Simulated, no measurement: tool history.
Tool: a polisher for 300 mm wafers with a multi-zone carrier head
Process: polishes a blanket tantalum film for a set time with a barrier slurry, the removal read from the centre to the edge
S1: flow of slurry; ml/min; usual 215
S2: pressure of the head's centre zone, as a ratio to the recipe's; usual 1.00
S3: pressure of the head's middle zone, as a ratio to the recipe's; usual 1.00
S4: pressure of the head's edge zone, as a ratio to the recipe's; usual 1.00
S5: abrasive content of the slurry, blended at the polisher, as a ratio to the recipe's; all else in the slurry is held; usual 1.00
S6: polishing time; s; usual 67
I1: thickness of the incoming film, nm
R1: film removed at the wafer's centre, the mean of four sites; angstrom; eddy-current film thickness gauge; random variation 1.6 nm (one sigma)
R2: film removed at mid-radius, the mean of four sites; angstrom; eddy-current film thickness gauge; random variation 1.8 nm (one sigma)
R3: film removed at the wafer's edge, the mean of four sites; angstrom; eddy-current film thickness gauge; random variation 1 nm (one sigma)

run	hour	S1	S2	S3	S4	S5	S6	I1	R1	R2	R3
1	0.0	215	1.00	1.00	1.00	1.00	67	387.1	1196	1207	1172
# hour 213.4: slurry nozzle cleaned
# hour 214.0: centre zone pressure recalibrated
2	214.5	215	1.00	1.00	0.91	1.25	67	377.5	1306	1332	1223
# hour 301.8: edge zone pressure recalibrated
3	311.6	215	0.88	0.95	0.97	1.00	67	380.1	1076	1203	1202
4	406.3	215	1.00	1.00	1.00	0.85	67	380.1	1198	1164	1131
# hour 468.1: worn pad replaced by a new one
# hour 592.2: carrier head's membrane replaced by a new one
5	653.0	145	1.00	1.00	1.00	1.00	67	385.5	1076	1112	1123
6	826.0	215	0.93	1.00	1.08	1.00	47	386.5	744	811	832
# hour 879.8: centre zone pressure recalibrated
7	902.4	280	1.00	1.00	1.00	1.00	67	382.7	1185	1221	1193
# hour 983.6: slurry nozzle cleaned
8	1002.1	215	1.00	0.96	1.00	1.00	67	376.3	1230	1223	1195
9	1082.7	215	1.00	1.00	1.00	1.00	67	379.8	1228	1246	1205
# hour 1135.2: edge zone pressure recalibrated
10	1141.9	285	1.11	1.00	1.00	1.00	67	384.3	1436	1281	1236
# hour 1179.8: worn pad replaced by a new one
11	1215.8	215	1.00	1.00	0.94	1.20	67	384.6	1286	1287	1205
12	1277.7	215	1.00	1.08	1.00	1.00	54	377.9	964	1046	950
13	1376.1	215	0.94	1.00	1.00	1.00	67	385.3	1110	1242	1168
14	1439.6	270	1.04	1.00	0.93	1.00	67	383.0	1319	1271	1186
15	1490.2	215	1.00	1.00	1.00	1.00	67	381.1	1172	1188	1173
16	1585.1	215	1.00	1.00	1.00	1.00	67	380.7	1178	1171	1141
# hour 1637.2: centre zone pressure recalibrated
# hour 1638.7: slurry nozzle cleaned
17	1672.1	215	1.00	1.00	1.00	1.00	67	384.0	1233	1237	1193
18	1721.7	215	1.00	1.00	0.90	1.00	67	375.6	1205	1217	1166
19	1759.3	245	1.00	1.11	1.00	0.90	81	385.4	1452	1623	1411
20	1829.4	215	1.00	1.00	1.03	1.00	67	380.1	1234	1254	1224
21	1897.1	215	0.92	1.06	1.00	1.00	53	385.1	901	1032	955

4 ways to go on from here, each from the tool as it stands after run 21. What would each give?
A	1897.5	215	1.00	1.00	1.00	1.00	59	376.6	?	?	?
B	1897.5	185	0.94	1.00	1.00	1.30	67	376.6	?	?	?
C	1897.5	215	1.00	1.00	1.11	1.00	67	376.6	?	?	?
D	1897.5	250	1.00	1.08	1.00	1.00	67	376.6	?	?	?

run	R1	R2	R3
A	1093	1115	1045
B	1214	1323	1250
C	1241	1266	1240
D	1275	1384	1207
Without the tool's hidden state the same runs would have given:
run	R1	R2	R3
A	1117	1137	1060
B	1246	1354	1271
C	1268	1290	1258
D	1298	1406	1222
